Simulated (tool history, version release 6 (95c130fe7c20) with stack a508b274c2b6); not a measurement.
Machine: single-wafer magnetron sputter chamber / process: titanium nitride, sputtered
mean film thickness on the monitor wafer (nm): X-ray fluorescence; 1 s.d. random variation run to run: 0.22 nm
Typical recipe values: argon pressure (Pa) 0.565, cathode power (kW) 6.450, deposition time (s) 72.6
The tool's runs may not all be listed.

run,hour,argon pressure (Pa),cathode power (kW),deposition time (s),"read-back reference wafer on the same gauge, thickness_nm",mean film thickness on the monitor wafer (nm)
1,0.0,0.565,6.450,72.6,74.258,75.610
2,14.7,0.565,6.450,72.6,74.154,74.971
3,23.2,0.565,6.450,76.1,74.198,78.883
4,40.3,0.565,6.450,76.1,74.201,78.791
5,51.2,0.565,6.450,72.6,74.253,74.616
6,60.1,0.565,6.450,72.6,74.175,74.507
7,68.9,0.565,6.450,72.6,74.157,74.461
8,76.1,0.565,6.450,72.6,74.180,74.396
# hour 77.1: gauge calibrated
9,82.4,0.565,6.450,72.6,74.284,73.957
# hour 98.8: sputter target and shields replaced
10,99.3,0.628,7.300,67.6,74.086,76.065
# hour 127.4: capacitance manometer re-zeroed and calibrated
# hour 141.8: magnet pack replaced, of another model than before
11,149.3,0.565,7.050,72.6,74.176,82.182
12,158.1,0.789,5.700,58.5,74.218,50.147
13,171.3,0.565,6.450,72.6,74.187,76.686
14,179.0,0.565,6.450,72.6,74.113,76.828
15,189.1,0.565,6.450,77.1,74.143,81.309
16,203.0,0.565,7.600,72.6,74.215,86.493
17,216.2,0.565,6.450,72.6,74.276,76.345
18,226.9,0.565,4.950,85.4,74.311,75.029
19,236.9,0.565,6.450,72.6,74.191,76.507

5 ways to go on from here, each from the tool as it stands after run 19. What would each give?
A,237.3,0.565,6.450,72.6,?,?
B,237.3,0.565,4.900,66.5,?,?
C,237.3,0.400,7.450,72.6,?,?
D,237.3,0.481,5.500,68.1,?,?
E,237.3,0.654,5.600,58.1,?,?

run,"read-back reference wafer on the same gauge, thickness_nm",mean film thickness on the monitor wafer (nm)
A,74.263,76.444
B,74.263,57.939
C,74.263,93.770
D,74.263,67.397
E,74.263,52.594
Take away the tool's hidden state, keep each run's random variation, and the runs would have read:
run,mean film thickness on the monitor wafer (nm)
A,77.184
B,58.500
C,94.677
D,68.050
E,53.103
